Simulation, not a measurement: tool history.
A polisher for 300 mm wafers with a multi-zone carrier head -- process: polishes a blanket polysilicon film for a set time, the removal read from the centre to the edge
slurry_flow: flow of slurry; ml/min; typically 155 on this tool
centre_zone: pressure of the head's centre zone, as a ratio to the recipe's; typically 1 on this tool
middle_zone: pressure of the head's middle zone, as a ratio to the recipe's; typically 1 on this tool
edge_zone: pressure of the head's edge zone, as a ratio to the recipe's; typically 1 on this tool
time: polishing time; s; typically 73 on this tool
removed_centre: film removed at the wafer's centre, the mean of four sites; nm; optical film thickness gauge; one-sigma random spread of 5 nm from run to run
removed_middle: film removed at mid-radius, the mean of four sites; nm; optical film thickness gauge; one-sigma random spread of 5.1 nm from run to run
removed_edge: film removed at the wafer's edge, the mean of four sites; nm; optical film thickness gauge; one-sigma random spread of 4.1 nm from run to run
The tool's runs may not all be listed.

run    hour  slurry_flow  centre_zone  middle_zone  edge_zone  time  incoming thickness of the incoming film, nm  removed_centre  removed_middle  removed_edge
  1       0          155            1            1          1    73                                       2055.7           510.8           531.4         521.2
  2    81.6          155            1            1          1    73                                       2010.4           501.7           525.6         517.3
  3   135.4          155            1            1       1.04    73                                       2081.7           487.7           528.1         518.3
  4   192.8          155            1            1       1.04    73                                       2003.3           490.4           514.4         512.6
  5   288.8          105            1            1          1    64                                       2064.2           372.3           406.1         408.9
        328  -- worn pad replaced by a new one
  6   335.1          155            1            1       0.96    73                                       2030.3           492.6           537.5         518.7
  7   388.1          195          1.1            1          1    62                                         2054           476.3           481.7         461.5
  8   444.8          155            1         0.96       1.08    60                                       2040.6             403             428         440.5
      503.4  -- slurry nozzle cleaned
  9   513.6          155            1         0.95       1.05    82                                       2039.1           538.5           584.2         590.7
 10     585          155            1            1       1.03    89                                         2010           589.3           656.8         635.4
      605.6  -- edge zone pressure recalibrated
        648  -- centre zone pressure recalibrated
 11   668.1          155            1            1          1    73                                       2068.9           524.1           533.5         519.1
 12   753.8          155            1            1          1    73                                         2071           510.6           533.7         505.4
 13   795.8          155          0.9         0.91       1.07    59                                         2044           374.2           389.3           422
      830.2  -- worn pad replaced by a new one
 14     869          155            1            1          1    73                                       2073.8           532.8           541.5         520.5
 15   925.9          205            1            1       0.93    83                                       2007.3             632           654.3         603.9
 16  1032.7          155            1            1          1    73                                       2029.4           525.5           540.7         518.6
 17  1126.4          155            1         0.93          1    73                                       2044.1           509.5           500.1         518.5
 18    1224          155            1         0.93          1    73                                       2003.1           505.3           501.6         502.5
     1279.3  -- slurry nozzle cleaned
     1328.4  -- worn pad replaced by a new one
 19  1331.3          180         1.06            1          1    73                                       2051.3           560.9           545.3         529.7
 20  1412.4          155          0.9         1.05          1    98                                       2057.4           630.5           759.7         704.7
 21  1469.7          105         1.05            1       0.89    80                                         2057           527.9           538.5         517.8
 22  1507.6          155            1            1       1.09    73                                       2037.3           506.7             540         533.5
 23  1562.9          155         0.95            1       1.09    73                                       2054.9           480.3           527.7         529.8

Branching from run 23: 3 alternative next runs. What would each branch give?
  A  1563.3          155            1            1       0.94    73                                       2053.9               ?               ?             ?
  B  1563.3          155         0.91         0.96       1.07    94                                       2053.9               ?               ?             ?
  C  1563.3          140            1            1          1    73                                       2053.9               ?               ?             ?

run  removed_centre  removed_middle  removed_edge
  A           500.7           534.2         507.2
  B           597.1           664.8         683.3
  C           488.7           522.9           510
The same runs, with their run-to-run variation unchanged, on a tool lacking any hidden condition would have given:
run  removed_centre  removed_middle  removed_edge
  A           527.1           542.2         514.8
  B           628.7           674.7         693.6
  C           514.5           530.7         517.8
